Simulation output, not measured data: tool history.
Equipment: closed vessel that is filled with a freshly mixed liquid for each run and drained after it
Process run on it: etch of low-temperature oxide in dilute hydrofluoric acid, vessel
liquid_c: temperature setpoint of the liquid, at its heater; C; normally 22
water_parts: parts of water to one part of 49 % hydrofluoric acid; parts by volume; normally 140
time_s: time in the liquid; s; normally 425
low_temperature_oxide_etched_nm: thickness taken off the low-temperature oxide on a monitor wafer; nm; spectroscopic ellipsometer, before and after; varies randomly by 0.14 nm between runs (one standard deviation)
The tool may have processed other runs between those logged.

| run | hour | liquid_c | water_parts | time_s | read-back film thickness of the low-temperature oxide reference wafer, read on the same gauge (nm) | low_temperature_oxide_etched_nm |
|---|---|---|---|---|---|---|
| 1 | 0 | 22 | 140 | 425 | 40.03 | 39.19 |
| 2 | 28.8 | 22 | 140 | 425 | 39.99 | 39.41 |
| 3 | 65 | 22 | 140 | 425 | 39.96 | 39.06 |
| 4 | 91 | 22 | 140 | 425 | 40.01 | 39.31 |
|  | 119.7 | hydrofluoric acid flow meter replaced |
| 5 | 125.4 | 22 | 140 | 425 | 40.03 | 40.17 |
|  | 138.3 | thermometer replaced |
| 6 | 148.9 | 22 | 170 | 285 | 40 | 21.43 |
| 7 | 173.8 | 22 | 170 | 285 | 40.02 | 21.29 |
| 8 | 190.1 | 22 | 170 | 285 | 39.99 | 21.42 |
| 9 | 222.8 | 22 | 140 | 425 | 39.97 | 40.09 |
|  | 223.8 | gauge calibrated |
| 10 | 242.8 | 22 | 140 | 425 | 39.94 | 39.78 |
| 11 | 261.1 | 18.5 | 105 | 235 | 40.02 | 26.49 |
| 12 | 290.8 | 23.5 | 70 | 665 | 40.01 | 143.41 |
| 13 | 312.9 | 18.5 | 95 | 205 | 40.01 | 25.63 |
| 14 | 339.6 | 22 | 140 | 425 | 39.98 | 39.49 |
| 15 | 361.2 | 24 | 175 | 425 | 39.98 | 32.9 |
| 16 | 376.9 | 22 | 70 | 175 | 39.99 | 35.65 |

The same runs without the tool's hidden state, with the same run-to-run variation:
The tool's hidden condition here consists of: liquid colder than its thermometer reads (K); hydrofluoric acid flow below the setpoint (%); gauge reads high (%).
| run | low_temperature_oxide_etched_nm |
|---|---|
| 1 | 40.03 |
| 2 | 40.3 |
| 3 | 40 |
| 4 | 40.3 |
| 5 | 40.22 |
| 6 | 21.48 |
| 7 | 21.36 |
| 8 | 21.5 |
| 9 | 40.29 |
| 10 | 40.02 |
| 11 | 26.66 |
| 12 | 144.46 |
| 13 | 25.85 |
| 14 | 39.88 |
| 15 | 33.26 |
| 16 | 36.03 |
